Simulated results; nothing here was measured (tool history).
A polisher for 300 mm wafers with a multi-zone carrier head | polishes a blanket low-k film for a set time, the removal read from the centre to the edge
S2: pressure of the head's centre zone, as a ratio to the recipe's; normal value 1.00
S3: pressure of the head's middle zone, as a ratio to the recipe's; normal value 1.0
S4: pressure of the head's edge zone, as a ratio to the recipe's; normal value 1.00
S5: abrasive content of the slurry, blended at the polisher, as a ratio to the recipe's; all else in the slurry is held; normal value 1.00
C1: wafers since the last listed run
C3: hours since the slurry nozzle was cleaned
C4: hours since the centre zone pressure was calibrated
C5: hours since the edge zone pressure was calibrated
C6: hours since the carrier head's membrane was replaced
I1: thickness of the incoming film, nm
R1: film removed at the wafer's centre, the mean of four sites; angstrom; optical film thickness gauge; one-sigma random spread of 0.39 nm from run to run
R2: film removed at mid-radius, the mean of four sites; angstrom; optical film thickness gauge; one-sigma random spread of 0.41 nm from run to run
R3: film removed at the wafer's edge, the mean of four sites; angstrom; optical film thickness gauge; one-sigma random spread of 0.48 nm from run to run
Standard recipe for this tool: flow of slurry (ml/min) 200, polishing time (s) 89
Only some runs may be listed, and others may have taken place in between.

{"run": 1, "day": 0.0, "flow of slurry (ml/min)": 215, "S2": 1.09, "S3": 1.0, "S4": 1.0, "S5": 1.0, "polishing time (s)": 89, "C1": 0, "wafers polished on this pad": 879, "C3": 136.0, "C4": 693.3, "C5": 865.0, "C6": 492.0, "I1": 408.5, "R1": 359, "R2": 335, "R3": 339}
{"day": 2.204, "done": "worn pad replaced by a new one"}
{"run": 2, "day": 2.792, "flow of slurry (ml/min)": 200, "S2": 1.0, "S3": 1.0, "S4": 1.04, "S5": 1.0, "polishing time (s)": 89, "C1": 405, "wafers polished on this pad": 90, "C3": 203.0, "C4": 760.3, "C5": 932.0, "C6": 559.0, "I1": 410.5, "R1": 330, "R2": 332, "R3": 337}
{"run": 3, "day": 5.012, "flow of slurry (ml/min)": 200, "S2": 1.0, "S3": 1.0, "S4": 1.04, "S5": 1.0, "polishing time (s)": 89, "C1": 342, "wafers polished on this pad": 433, "C3": 256.3, "C4": 813.6, "C5": 985.3, "C6": 612.3, "I1": 415.3, "R1": 316, "R2": 330, "R3": 339}
{"day": 5.742, "done": "slurry nozzle cleaned"}
{"run": 4, "day": 6.138, "flow of slurry (ml/min)": 200, "S2": 1.0, "S3": 1.0, "S4": 1.0, "S5": 1.0, "polishing time (s)": 89, "C1": 167, "wafers polished on this pad": 601, "C3": 9.5, "C4": 840.6, "C5": 1012.3, "C6": 639.3, "I1": 410.2, "R1": 325, "R2": 341, "R3": 330}
{"run": 5, "day": 7.454, "flow of slurry (ml/min)": 200, "S2": 1.0, "S3": 1.0, "S4": 1.0, "S5": 1.0, "polishing time (s)": 74, "C1": 203, "wafers polished on this pad": 804, "C3": 41.1, "C4": 872.2, "C5": 1043.9, "C6": 670.9, "I1": 405.4, "R1": 270, "R2": 277, "R3": 281}
{"run": 6, "day": 10.017, "flow of slurry (ml/min)": 200, "S2": 0.96, "S3": 1.0, "S4": 1.0, "S5": 1.0, "polishing time (s)": 89, "C1": 395, "wafers polished on this pad": 1200, "C3": 102.6, "C4": 933.7, "C5": 1105.4, "C6": 732.4, "I1": 416.1, "R1": 311, "R2": 336, "R3": 334}
{"day": 11.233, "done": "worn pad replaced by a new one"}
{"run": 7, "day": 12.367, "flow of slurry (ml/min)": 200, "S2": 1.0, "S3": 1.0, "S4": 1.04, "S5": 0.9, "polishing time (s)": 89, "C1": 337, "wafers polished on this pad": 174, "C3": 159.0, "C4": 990.1, "C5": 1161.8, "C6": 788.8, "I1": 410.7, "R1": 311, "R2": 330, "R3": 329}
{"day": 13.162, "done": "centre zone pressure recalibrated"}
{"run": 8, "day": 14.279, "flow of slurry (ml/min)": 200, "S2": 1.0, "S3": 1.0, "S4": 1.04, "S5": 0.9, "polishing time (s)": 89, "C1": 282, "wafers polished on this pad": 457, "C3": 204.9, "C4": 26.8, "C5": 1207.7, "C6": 834.7, "I1": 410.6, "R1": 318, "R2": 314, "R3": 328}
{"run": 9, "day": 15.4, "flow of slurry (ml/min)": 200, "S2": 1.0, "S3": 1.0, "S4": 1.0, "S5": 1.0, "polishing time (s)": 89, "C1": 173, "wafers polished on this pad": 630, "C3": 231.8, "C4": 53.7, "C5": 1234.6, "C6": 861.6, "I1": 407.6, "R1": 333, "R2": 336, "R3": 327}
{"run": 10, "day": 17.088, "flow of slurry (ml/min)": 145, "S2": 1.0, "S3": 1.0, "S4": 1.0, "S5": 1.0, "polishing time (s)": 89, "C1": 260, "wafers polished on this pad": 891, "C3": 272.3, "C4": 94.2, "C5": 1275.1, "C6": 902.1, "I1": 402.8, "R1": 317, "R2": 318, "R3": 312}
{"day": 19.208, "done": "slurry nozzle cleaned"}
{"run": 11, "day": 19.854, "flow of slurry (ml/min)": 200, "S2": 1.0, "S3": 0.9, "S4": 1.0, "S5": 1.25, "polishing time (s)": 89, "C1": 420, "wafers polished on this pad": 1311, "C3": 15.5, "C4": 160.6, "C5": 1341.5, "C6": 968.5, "I1": 409.6, "R1": 370, "R2": 348, "R3": 364}
{"day": 20.092, "done": "edge zone pressure recalibrated"}
{"day": 20.883, "done": "worn pad replaced by a new one"}
{"run": 12, "day": 22.417, "flow of slurry (ml/min)": 230, "S2": 1.0, "S3": 1.0, "S4": 1.0, "S5": 1.0, "polishing time (s)": 89, "C1": 357, "wafers polished on this pad": 236, "C3": 77.0, "C4": 222.1, "C5": 55.8, "C6": 1030.0, "I1": 401.9, "R1": 339, "R2": 345, "R3": 343}
{"run": 13, "day": 23.646, "flow of slurry (ml/min)": 155, "S2": 0.89, "S3": 1.0, "S4": 0.93, "S5": 1.0, "polishing time (s)": 89, "C1": 189, "wafers polished on this pad": 426, "C3": 106.5, "C4": 251.6, "C5": 85.3, "C6": 1059.5, "I1": 413.8, "R1": 295, "R2": 335, "R3": 323}

Expected results for the next run?
{"run": 14, "day": 25.642, "flow of slurry (ml/min)": 200, "S2": 1.0, "S3": 0.9, "S4": 1.0, "S5": 1.25, "polishing time (s)": 89, "C1": 308, "wafers polished on this pad": 734, "C3": 154.4, "C4": 299.5, "C5": 133.2, "C6": 1107.4, "I1": 411.7, "R1": "?", "R2": "?", "R3": "?"}

R1: 364 angstrom
R2: 351 angstrom
R3: 359 angstrom
Minus the tool's unlogged condition, the same run would have read R1 371 angstrom, R2 355 angstrom, R3 362 angstrom.
